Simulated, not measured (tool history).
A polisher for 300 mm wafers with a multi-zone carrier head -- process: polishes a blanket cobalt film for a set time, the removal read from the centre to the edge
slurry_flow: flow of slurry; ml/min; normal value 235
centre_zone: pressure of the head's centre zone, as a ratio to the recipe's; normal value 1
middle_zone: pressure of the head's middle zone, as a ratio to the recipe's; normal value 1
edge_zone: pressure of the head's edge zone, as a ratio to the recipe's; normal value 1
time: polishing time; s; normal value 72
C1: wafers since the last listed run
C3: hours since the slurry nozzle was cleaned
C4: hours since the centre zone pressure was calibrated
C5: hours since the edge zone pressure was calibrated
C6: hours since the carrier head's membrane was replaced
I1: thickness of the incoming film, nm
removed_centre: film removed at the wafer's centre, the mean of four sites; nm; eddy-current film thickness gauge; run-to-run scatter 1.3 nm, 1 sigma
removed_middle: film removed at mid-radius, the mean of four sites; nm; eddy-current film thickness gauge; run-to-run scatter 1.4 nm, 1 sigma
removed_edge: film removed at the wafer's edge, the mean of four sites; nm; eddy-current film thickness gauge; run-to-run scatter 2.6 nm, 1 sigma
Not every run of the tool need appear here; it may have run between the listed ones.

run 1 hour=0 | slurry_flow=235 centre_zone=1 middle_zone=0.95 edge_zone=1 time=77 | C1=0 wafers_polished_on_this_pad=404 C3=447.9 C4=685.1 C5=252.6 C6=731.9 | I1=1417.6 | removed_centre=175.8 removed_middle=171.5 removed_edge=176.9
run 2 hour=26.4 | slurry_flow=235 centre_zone=1 middle_zone=1 edge_zone=1 time=72 | C1=367 wafers_polished_on_this_pad=772 C3=474.3 C4=711.5 C5=279 C6=758.3 | I1=1447.8 | removed_centre=160 removed_middle=163.5 removed_edge=164.5
-- hour=83.3 worn pad replaced by a new one
run 3 hour=129 | slurry_flow=235 centre_zone=1 middle_zone=1 edge_zone=1 time=72 | C1=1372 wafers_polished_on_this_pad=636 C3=576.9 C4=814.1 C5=381.6 C6=860.9 | I1=1446.8 | removed_centre=158.8 removed_middle=166.4 removed_edge=164.4
run 4 hour=164.5 | slurry_flow=235 centre_zone=1 middle_zone=1 edge_zone=1 time=72 | C1=494 wafers_polished_on_this_pad=1130 C3=612.4 C4=849.6 C5=417.1 C6=896.4 | I1=1438.5 | removed_centre=157.7 removed_middle=162.4 removed_edge=166.4
run 5 hour=182.4 | slurry_flow=235 centre_zone=1.06 middle_zone=1 edge_zone=1 time=72 | C1=249 wafers_polished_on_this_pad=1379 C3=630.3 C4=867.5 C5=435 C6=914.3 | I1=1436.9 | removed_centre=167.4 removed_middle=163.3 removed_edge=165.4
-- hour=194.7 worn pad replaced by a new one
-- hour=203.5 carrier head's membrane replaced by a new one
run 6 hour=214.9 | slurry_flow=235 centre_zone=1.06 middle_zone=1 edge_zone=1 time=72 | C1=327 wafers_polished_on_this_pad=211 C3=662.8 C4=900 C5=467.5 C6=11.4 | I1=1421.5 | removed_centre=174.2 removed_middle=168.7 removed_edge=173.5
run 7 hour=245.3 | slurry_flow=235 centre_zone=1 middle_zone=1 edge_zone=1 time=72 | C1=423 wafers_polished_on_this_pad=635 C3=693.2 C4=930.4 C5=497.9 C6=41.8 | I1=1424.1 | removed_centre=161.8 removed_middle=163.8 removed_edge=162.8
-- hour=261.3 slurry nozzle cleaned
run 8 hour=279.5 | slurry_flow=235 centre_zone=1 middle_zone=1 edge_zone=0.94 time=72 | C1=462 wafers_polished_on_this_pad=1097 C3=18.2 C4=964.6 C5=532.1 C6=76 | I1=1402 | removed_centre=159.5 removed_middle=162.8 removed_edge=155
run 9 hour=306 | slurry_flow=235 centre_zone=1 middle_zone=1 edge_zone=1 time=72 | C1=368 wafers_polished_on_this_pad=1466 C3=44.7 C4=991.1 C5=558.6 C6=102.5 | I1=1395.9 | removed_centre=157.2 removed_middle=159.3 removed_edge=160
-- hour=319.2 worn pad replaced by a new one
run 10 hour=319.7 | slurry_flow=235 centre_zone=1.05 middle_zone=1 edge_zone=1.1 time=72 | C1=135 wafers_polished_on_this_pad=7 C3=58.4 C4=1004.8 C5=572.3 C6=116.2 | I1=1427.4 | removed_centre=181.9 removed_middle=173.7 removed_edge=188.6
-- hour=321.8 edge zone pressure recalibrated
run 11 hour=343.6 | slurry_flow=155 centre_zone=1 middle_zone=1.11 edge_zone=0.93 time=61 | C1=304 wafers_polished_on_this_pad=312 C3=82.3 C4=1028.7 C5=21.8 C6=140.1 | I1=1409 | removed_centre=127.5 removed_middle=143.3 removed_edge=129.3

The next listed run, before its measurement:
-- hour=355.5 centre zone pressure recalibrated
run 12 hour=362.1 | slurry_flow=205 centre_zone=1.12 middle_zone=0.95 edge_zone=0.94 time=72 | C1=229 wafers_polished_on_this_pad=541 C3=100.8 C4=6.6 C5=40.3 C6=158.6 | I1=1395.1 | removed_centre=? removed_middle=? removed_edge=?

Run 12 came out at removed_centre 173.9 nm, removed_middle 153 nm, removed_edge 159.1 nm.
Without the tool's hidden state the same run would have given removed_centre 188.3 nm, removed_middle 165.6 nm, removed_edge 172.1 nm.
